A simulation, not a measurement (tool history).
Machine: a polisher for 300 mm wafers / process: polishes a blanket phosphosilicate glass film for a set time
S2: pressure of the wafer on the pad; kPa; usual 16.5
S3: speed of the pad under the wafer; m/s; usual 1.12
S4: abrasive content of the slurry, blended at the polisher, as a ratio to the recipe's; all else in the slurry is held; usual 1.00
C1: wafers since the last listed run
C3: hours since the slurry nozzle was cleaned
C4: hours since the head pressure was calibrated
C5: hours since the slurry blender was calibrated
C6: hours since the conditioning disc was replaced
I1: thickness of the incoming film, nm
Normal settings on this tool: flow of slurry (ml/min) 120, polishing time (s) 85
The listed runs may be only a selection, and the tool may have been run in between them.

{"run": 1, "day": 0.0, "flow of slurry (ml/min)": 120, "S2": 16.5, "S3": 1.12, "S4": 1.0, "polishing time (s)": 85, "C1": 0, "wafers polished on this pad": 3530, "C3": 26.0, "C4": 20.5, "C5": 302.5, "C6": 328.0, "I1": 4782.6, "film removed (Å)": 5089}
{"day": 0.988, "done": "worn pad replaced by a new one"}
{"day": 2.908, "done": "conditioning disc replaced and pad reconditioned"}
{"run": 2, "day": 2.929, "flow of slurry (ml/min)": 120, "S2": 16.5, "S3": 1.12, "S4": 1.0, "polishing time (s)": 97, "C1": 818, "wafers polished on this pad": 567, "C3": 96.3, "C4": 90.8, "C5": 372.8, "C6": 0.5, "I1": 4722.1, "film removed (Å)": 5695}
{"run": 3, "day": 3.988, "flow of slurry (ml/min)": 120, "S2": 16.5, "S3": 1.12, "S4": 1.0, "polishing time (s)": 97, "C1": 323, "wafers polished on this pad": 890, "C3": 121.7, "C4": 116.2, "C5": 398.2, "C6": 25.9, "I1": 4639.8, "film removed (Å)": 5719}
{"day": 4.092, "done": "slurry blender recalibrated"}
{"run": 4, "day": 6.504, "flow of slurry (ml/min)": 120, "S2": 16.5, "S3": 1.12, "S4": 1.0, "polishing time (s)": 85, "C1": 743, "wafers polished on this pad": 1633, "C3": 182.1, "C4": 176.6, "C5": 57.9, "C6": 86.3, "I1": 4614.4, "film removed (Å)": 4972}
{"run": 5, "day": 9.25, "flow of slurry (ml/min)": 120, "S2": 16.5, "S3": 1.12, "S4": 1.0, "polishing time (s)": 85, "C1": 838, "wafers polished on this pad": 2472, "C3": 248.0, "C4": 242.5, "C5": 123.8, "C6": 152.2, "I1": 4710.6, "film removed (Å)": 4954}
{"run": 6, "day": 12.054, "flow of slurry (ml/min)": 120, "S2": 16.5, "S3": 1.12, "S4": 1.2, "polishing time (s)": 85, "C1": 856, "wafers polished on this pad": 3329, "C3": 315.3, "C4": 309.8, "C5": 191.1, "C6": 219.5, "I1": 4731.9, "film removed (Å)": 5486}
{"day": 13.696, "done": "worn pad replaced by a new one"}
{"run": 7, "day": 13.975, "flow of slurry (ml/min)": 120, "S2": 16.5, "S3": 1.12, "S4": 1.2, "polishing time (s)": 85, "C1": 535, "wafers polished on this pad": 85, "C3": 361.4, "C4": 355.9, "C5": 237.2, "C6": 265.6, "I1": 4708.4, "film removed (Å)": 5442}
{"day": 14.154, "done": "slurry nozzle cleaned"}
{"run": 8, "day": 15.329, "flow of slurry (ml/min)": 120, "S2": 16.5, "S3": 1.12, "S4": 1.2, "polishing time (s)": 85, "C1": 400, "wafers polished on this pad": 486, "C3": 28.2, "C4": 388.4, "C5": 269.7, "C6": 298.1, "I1": 4717.7, "film removed (Å)": 5494}
{"run": 9, "day": 17.004, "flow of slurry (ml/min)": 120, "S2": 16.5, "S3": 1.28, "S4": 0.8, "polishing time (s)": 85, "C1": 511, "wafers polished on this pad": 998, "C3": 68.4, "C4": 428.6, "C5": 309.9, "C6": 338.3, "I1": 4743.3, "film removed (Å)": 4594}
{"run": 10, "day": 19.279, "flow of slurry (ml/min)": 85, "S2": 16.5, "S3": 1.5, "S4": 1.0, "polishing time (s)": 85, "C1": 694, "wafers polished on this pad": 1693, "C3": 123.0, "C4": 483.2, "C5": 364.5, "C6": 392.9, "I1": 4715.8, "film removed (Å)": 5626}
{"day": 19.738, "done": "conditioning disc replaced and pad reconditioned"}
{"day": 20.596, "done": "slurry blender recalibrated"}
{"run": 11, "day": 21.188, "flow of slurry (ml/min)": 120, "S2": 22.1, "S3": 0.88, "S4": 1.0, "polishing time (s)": 58, "C1": 532, "wafers polished on this pad": 2225, "C3": 168.8, "C4": 529.0, "C5": 14.2, "C6": 34.8, "I1": 4753.5, "film removed (Å)": 3724}
{"day": 22.325, "done": "head pressure recalibrated"}
{"run": 12, "day": 24.654, "flow of slurry (ml/min)": 120, "S2": 16.5, "S3": 1.12, "S4": 1.0, "polishing time (s)": 85, "C1": 1033, "wafers polished on this pad": 3258, "C3": 252.0, "C4": 55.9, "C5": 97.4, "C6": 118.0, "I1": 4742.7, "film removed (Å)": 5040}
{"run": 13, "day": 27.038, "flow of slurry (ml/min)": 120, "S2": 13.1, "S3": 1.12, "S4": 1.2, "polishing time (s)": 85, "C1": 728, "wafers polished on this pad": 3986, "C3": 309.2, "C4": 113.1, "C5": 154.6, "C6": 175.2, "I1": 4746.4, "film removed (Å)": 4422}
{"run": 14, "day": 28.879, "flow of slurry (ml/min)": 140, "S2": 20.0, "S3": 1.12, "S4": 1.0, "polishing time (s)": 85, "C1": 562, "wafers polished on this pad": 4549, "C3": 353.4, "C4": 157.3, "C5": 198.8, "C6": 219.4, "I1": 4799.2, "film removed (Å)": 6195}
{"run": 15, "day": 30.067, "flow of slurry (ml/min)": 120, "S2": 14.5, "S3": 1.12, "S4": 0.85, "polishing time (s)": 109, "C1": 362, "wafers polished on this pad": 4912, "C3": 381.9, "C4": 185.8, "C5": 227.3, "C6": 247.9, "I1": 4659.5, "film removed (Å)": 5019}
{"day": 30.692, "done": "worn pad replaced by a new one"}
{"day": 31.2, "done": "slurry nozzle cleaned"}
{"run": 16, "day": 32.212, "flow of slurry (ml/min)": 120, "S2": 16.5, "S3": 1.12, "S4": 0.9, "polishing time (s)": 85, "C1": 591, "wafers polished on this pad": 451, "C3": 24.3, "C4": 237.3, "C5": 278.8, "C6": 299.4, "I1": 4650.9, "film removed (Å)": 4629}
{"run": 17, "day": 34.338, "flow of slurry (ml/min)": 120, "S2": 19.3, "S3": 1.12, "S4": 1.0, "polishing time (s)": 69, "C1": 649, "wafers polished on this pad": 1101, "C3": 75.3, "C4": 288.3, "C5": 329.8, "C6": 350.4, "I1": 4730.5, "film removed (Å)": 4690}
{"day": 35.929, "done": "conditioning disc replaced and pad reconditioned"}
{"run": 18, "day": 36.458, "flow of slurry (ml/min)": 120, "S2": 20.7, "S3": 1.48, "S4": 1.0, "polishing time (s)": 72, "C1": 622, "wafers polished on this pad": 1723, "C3": 126.2, "C4": 339.2, "C5": 380.7, "C6": 12.7, "I1": 4689.3, "film removed (Å)": 6382}
{"day": 39.292, "done": "slurry blender recalibrated"}
{"run": 19, "day": 39.433, "flow of slurry (ml/min)": 120, "S2": 16.5, "S3": 1.12, "S4": 1.0, "polishing time (s)": 85, "C1": 883, "wafers polished on this pad": 2606, "C3": 197.6, "C4": 410.6, "C5": 3.4, "C6": 84.1, "I1": 4690.4, "film removed (Å)": 4911}
{"run": 20, "day": 40.438, "flow of slurry (ml/min)": 135, "S2": 21.4, "S3": 1.12, "S4": 1.0, "polishing time (s)": 95, "C1": 306, "wafers polished on this pad": 2913, "C3": 221.7, "C4": 434.7, "C5": 27.5, "C6": 108.2, "I1": 4789.2, "film removed (Å)": 7237}
{"run": 21, "day": 41.783, "flow of slurry (ml/min)": 120, "S2": 16.5, "S3": 1.12, "S4": 1.0, "polishing time (s)": 85, "C1": 411, "wafers polished on this pad": 3324, "C3": 254.0, "C4": 467.0, "C5": 59.8, "C6": 140.5, "I1": 4712.6, "film removed (Å)": 4820}
{"run": 22, "day": 43.083, "flow of slurry (ml/min)": 120, "S2": 16.5, "S3": 1.12, "S4": 0.8, "polishing time (s)": 111, "C1": 397, "wafers polished on this pad": 3721, "C3": 285.2, "C4": 498.2, "C5": 91.0, "C6": 171.7, "I1": 4747.8, "film removed (Å)": 5465}
{"day": 43.842, "done": "worn pad replaced by a new one"}
{"run": 23, "day": 44.154, "flow of slurry (ml/min)": 120, "S2": 13.8, "S3": 1.12, "S4": 0.9, "polishing time (s)": 85, "C1": 276, "wafers polished on this pad": 95, "C3": 310.9, "C4": 523.9, "C5": 116.7, "C6": 197.4, "I1": 4670.4, "film removed (Å)": 3809}
{"day": 44.546, "done": "slurry nozzle cleaned"}
{"run": 24, "day": 45.254, "flow of slurry (ml/min)": 105, "S2": 13.1, "S3": 1.12, "S4": 1.0, "polishing time (s)": 85, "C1": 323, "wafers polished on this pad": 419, "C3": 17.0, "C4": 550.3, "C5": 143.1, "C6": 223.8, "I1": 4692.0, "film removed (Å)": 3755}
{"run": 25, "day": 48.221, "flow of slurry (ml/min)": 120, "S2": 16.5, "S3": 1.12, "S4": 1.0, "polishing time (s)": 85, "C1": 906, "wafers polished on this pad": 1325, "C3": 88.2, "C4": 621.5, "C5": 214.3, "C6": 295.0, "I1": 4705.1, "film removed (Å)": 4896}

For each run, the measured value with the value that run would have given without the tool's hidden condition subtracted. The run-to-run variation is shared by both, the gauge scatter possibly not:
Hidden state present: removal rate lost through wear of the pad, %; slurry flow missing at the pad, %; deviation of the head's pressure from its setpoint, %; abrasive missing from the slurry, %; time polished since the conditioner stopped cutting, s.
run=1 film_removed_(Å)=-31
run=2 film_removed_(Å)=-118
run=3 film_removed_(Å)=-143
run=4 film_removed_(Å)=-167
run=5 film_removed_(Å)=-201
run=6 film_removed_(Å)=-251
run=7 film_removed_(Å)=-263
run=8 film_removed_(Å)=-275
run=9 film_removed_(Å)=-237
run=10 film_removed_(Å)=-300
run=11 film_removed_(Å)=-203
run=12 film_removed_(Å)=-51
run=13 film_removed_(Å)=-92
run=14 film_removed_(Å)=-168
run=15 film_removed_(Å)=-153
run=16 film_removed_(Å)=-167
run=17 film_removed_(Å)=-188
run=18 film_removed_(Å)=-276
run=19 film_removed_(Å)=-230
run=20 film_removed_(Å)=-345
run=21 film_removed_(Å)=-235
run=22 film_removed_(Å)=-271
run=23 film_removed_(Å)=-192
run=24 film_removed_(Å)=-191
run=25 film_removed_(Å)=-255

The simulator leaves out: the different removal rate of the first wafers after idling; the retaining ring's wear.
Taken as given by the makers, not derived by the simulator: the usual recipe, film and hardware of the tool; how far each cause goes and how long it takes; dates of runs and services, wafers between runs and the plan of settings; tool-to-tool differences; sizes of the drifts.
